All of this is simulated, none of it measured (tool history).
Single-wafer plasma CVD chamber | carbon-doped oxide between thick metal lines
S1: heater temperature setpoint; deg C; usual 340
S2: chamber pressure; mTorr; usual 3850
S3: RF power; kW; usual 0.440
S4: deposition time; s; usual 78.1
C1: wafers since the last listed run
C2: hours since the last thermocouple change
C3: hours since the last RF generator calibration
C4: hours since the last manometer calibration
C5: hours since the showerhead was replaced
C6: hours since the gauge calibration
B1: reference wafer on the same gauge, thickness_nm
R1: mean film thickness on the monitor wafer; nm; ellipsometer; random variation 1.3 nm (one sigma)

| run | hour | S1 | S2 | S3 | S4 | C1 | C2 | C3 | C4 | C5 | C6 | B1 | R1 |
|---|---|---|---|---|---|---|---|---|---|---|---|---|---|
| 1 | 0.0 | 340 | 3850 | 0.440 | 78.1 | 0 | 545.0 | 1092.1 | 1678.7 | 2089.8 | 1349.9 | 312.740 | 374.090 |
| 2 | 44.6 | 340 | 3850 | 0.440 | 78.1 | 675 | 589.6 | 1136.7 | 1723.3 | 2134.4 | 1394.5 | 313.183 | 374.449 |
| 3 | 109.6 | 340 | 3850 | 0.440 | 78.1 | 984 | 654.6 | 1201.7 | 1788.3 | 2199.4 | 1459.5 | 312.788 | 374.591 |
| 4 | 209.4 | 340 | 4050 | 0.440 | 78.1 | 1511 | 754.4 | 1301.5 | 1888.1 | 2299.2 | 1559.3 | 312.915 | 381.743 |
| 5 | 246.9 | 340 | 4050 | 0.440 | 78.1 | 567 | 791.9 | 1339.0 | 1925.6 | 2336.7 | 1596.8 | 313.200 | 381.200 |
|  | 283.7 | thermocouple changed; heater temperature recalibrated |
| 6 | 308.2 | 340 | 3850 | 0.440 | 78.1 | 807 | 24.5 | 1400.3 | 1986.9 | 2398.0 | 1658.1 | 313.164 | 374.398 |
|  | 351.6 | capacitance manometer re-zeroed and calibrated |
| 7 | 408.9 | 334 | 3480 | 0.485 | 85.3 | 1403 | 125.2 | 1501.0 | 57.3 | 2498.7 | 1758.8 | 313.212 | 437.340 |
| 8 | 498.4 | 348 | 3550 | 0.440 | 78.1 | 1355 | 214.7 | 1590.5 | 146.8 | 2588.2 | 1848.3 | 313.091 | 358.640 |
| 9 | 583.1 | 340 | 3030 | 0.505 | 78.1 | 1282 | 299.4 | 1675.2 | 231.5 | 2672.9 | 1933.0 | 312.677 | 391.570 |
| 10 | 676.3 | 340 | 3850 | 0.440 | 78.1 | 1411 | 392.6 | 1768.4 | 324.7 | 2766.1 | 2026.2 | 313.125 | 374.471 |
|  | 686.9 | RF generator calibrated |
|  | 693.2 | showerhead replaced |
| 11 | 776.4 | 334 | 4280 | 0.440 | 78.1 | 1297 | 492.7 | 89.5 | 424.8 | 83.2 | 2126.3 | 312.625 | 391.396 |
| 12 | 827.3 | 340 | 3850 | 0.395 | 78.1 | 770 | 543.6 | 140.4 | 475.7 | 134.1 | 2177.2 | 312.773 | 349.654 |
| 13 | 923.4 | 354 | 3850 | 0.440 | 82.3 | 1455 | 639.7 | 236.5 | 571.8 | 230.2 | 2273.3 | 313.023 | 381.697 |
| 14 | 1003.2 | 340 | 3850 | 0.440 | 67.9 | 1208 | 719.5 | 316.3 | 651.6 | 310.0 | 2353.1 | 312.919 | 328.298 |
| 15 | 1048.2 | 340 | 3850 | 0.500 | 78.1 | 681 | 764.5 | 361.3 | 696.6 | 355.0 | 2398.1 | 313.024 | 410.686 |
| 16 | 1149.2 | 353 | 3450 | 0.505 | 68.8 | 1529 | 865.5 | 462.3 | 797.6 | 456.0 | 2499.1 | 312.952 | 342.588 |
|  | 1218.1 | gauge calibrated |
| 17 | 1251.7 | 348 | 4310 | 0.505 | 69.8 | 1552 | 968.0 | 564.8 | 900.1 | 558.5 | 33.6 | 312.914 | 368.963 |
| 18 | 1304.5 | 340 | 4730 | 0.515 | 78.1 | 799 | 1020.8 | 617.6 | 952.9 | 611.3 | 86.4 | 313.014 | 435.007 |
|  | 1324.7 | thermocouple changed; heater temperature recalibrated |
| 19 | 1353.6 | 340 | 3850 | 0.440 | 78.1 | 622 | 28.9 | 666.7 | 1002.0 | 660.4 | 135.5 | 313.362 | 375.049 |
| 20 | 1415.1 | 340 | 3850 | 0.440 | 90.9 | 931 | 90.4 | 728.2 | 1063.5 | 721.9 | 197.0 | 313.032 | 435.554 |
| 21 | 1471.7 | 340 | 3850 | 0.440 | 78.1 | 857 | 147.0 | 784.8 | 1120.1 | 778.5 | 253.6 | 312.611 | 374.522 |
| 22 | 1522.1 | 328 | 4540 | 0.440 | 78.1 | 763 | 197.4 | 835.2 | 1170.5 | 828.9 | 304.0 | 312.848 | 403.800 |
| 23 | 1590.1 | 329 | 4520 | 0.440 | 67.1 | 1029 | 265.4 | 903.2 | 1238.5 | 896.9 | 372.0 | 312.635 | 347.362 |
| 24 | 1672.3 | 327 | 4270 | 0.460 | 91.5 | 1244 | 347.6 | 985.4 | 1320.7 | 979.1 | 454.2 | 313.071 | 478.941 |
| 25 | 1850.6 | 332 | 4570 | 0.475 | 74.0 | 2699 | 525.9 | 1163.7 | 1499.0 | 1157.4 | 632.5 | 313.047 | 396.741 |
| 26 | 1907.9 | 355 | 3310 | 0.475 | 93.4 | 867 | 583.2 | 1221.0 | 1556.3 | 1214.7 | 689.8 | 312.940 | 442.477 |
| 27 | 2002.3 | 340 | 3850 | 0.440 | 78.1 | 1429 | 677.6 | 1315.4 | 1650.7 | 1309.1 | 784.2 | 312.903 | 378.797 |

Forecast each of these 5 alternatives for the next run:
| A | 2002.7 | 340 | 4450 | 0.440 | 78.1 | 6 | 678.0 | 1315.8 | 1651.1 | 1309.5 | 784.6 | ? | ? |
| B | 2002.7 | 353 | 3850 | 0.440 | 78.1 | 6 | 678.0 | 1315.8 | 1651.1 | 1309.5 | 784.6 | ? | ? |
| C | 2002.7 | 346 | 4260 | 0.525 | 88.8 | 6 | 678.0 | 1315.8 | 1651.1 | 1309.5 | 784.6 | ? | ? |
| D | 2002.7 | 340 | 3570 | 0.440 | 71.9 | 6 | 678.0 | 1315.8 | 1651.1 | 1309.5 | 784.6 | ? | ? |
| E | 2002.7 | 329 | 4450 | 0.440 | 84.8 | 6 | 678.0 | 1315.8 | 1651.1 | 1309.5 | 784.6 | ? | ? |

| run | B1 | R1 |
|---|---|---|
| A | 313.137 | 389.041 |
| B | 313.137 | 363.453 |
| C | 313.137 | 478.249 |
| D | 313.137 | 343.946 |
| E | 313.137 | 438.860 |
Without the tool's hidden state the same runs would have given:
| run | R1 |
|---|---|
| A | 385.938 |
| B | 361.052 |
| C | 474.774 |
| D | 341.203 |
| E | 434.946 |
